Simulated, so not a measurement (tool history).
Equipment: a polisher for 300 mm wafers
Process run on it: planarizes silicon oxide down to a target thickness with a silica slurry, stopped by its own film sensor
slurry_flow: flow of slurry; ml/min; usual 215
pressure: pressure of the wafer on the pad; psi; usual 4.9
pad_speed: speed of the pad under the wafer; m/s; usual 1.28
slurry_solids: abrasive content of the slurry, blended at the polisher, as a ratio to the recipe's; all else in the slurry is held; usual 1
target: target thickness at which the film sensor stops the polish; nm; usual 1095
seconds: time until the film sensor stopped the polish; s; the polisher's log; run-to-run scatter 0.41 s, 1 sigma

run,hour,slurry_flow,pressure,pad_speed,slurry_solids,target,"incoming thickness of the incoming film, nm",seconds
1,0,215,4.9,1.28,1,1095,1336,51.1
# hour 11.2: slurry blender recalibrated
2,33.9,215,4.9,1.28,1,1095,1338.4,51.9
# hour 39.7: worn pad replaced by a new one
3,72.1,215,4.9,1.28,1,1095,1372.7,54.4
# hour 83: slurry nozzle cleaned
4,102.9,215,4.9,1.28,1,1095,1323.3,44.4
5,142.3,180,4.9,1.28,1,1119,1361.6,47.9
6,184.3,215,4.9,1.28,1,1095,1359,51.7
7,215.4,215,4.9,1,1,1007,1348.2,81.2
# hour 289: conditioning disc replaced and pad reconditioned
8,291.8,275,3.4,1.42,1,1125,1332.5,54.3
9,359.3,215,4.9,1.52,1,1095,1345.8,44.6
# hour 418.6: worn pad replaced by a new one
10,430.8,215,4.9,1.28,1,1095,1358.5,52.4
# hour 450.4: slurry nozzle cleaned
11,488.1,215,4.9,1.28,1,1095,1353.9,50.8
# hour 492.8: slurry blender recalibrated
12,524.6,215,4.9,1.28,1.3,1026,1329,55.2
13,584,215,4.9,1.28,1,1095,1353.3,51.3
14,638.4,215,4.9,1.28,1.2,1095,1360,49.3
# hour 667.6: head pressure recalibrated
15,671.8,215,3.2,1.28,1.15,1069,1338.2,80.3
16,715.2,215,4.9,0.98,1.25,1095,1336.5,57.3
# hour 762.5: conditioning disc replaced and pad reconditioned
17,763,215,3.5,1.56,0.75,1158,1368.2,57.1

Run 18 is up next; what results do you expect?
18,805.6,250,4.9,1.28,1,1095,1352,?

Run 18 came out at seconds 54.3 s.
If the tool had no hidden condition, the same run with the same run-to-run variation would have returned seconds 49.4 s.

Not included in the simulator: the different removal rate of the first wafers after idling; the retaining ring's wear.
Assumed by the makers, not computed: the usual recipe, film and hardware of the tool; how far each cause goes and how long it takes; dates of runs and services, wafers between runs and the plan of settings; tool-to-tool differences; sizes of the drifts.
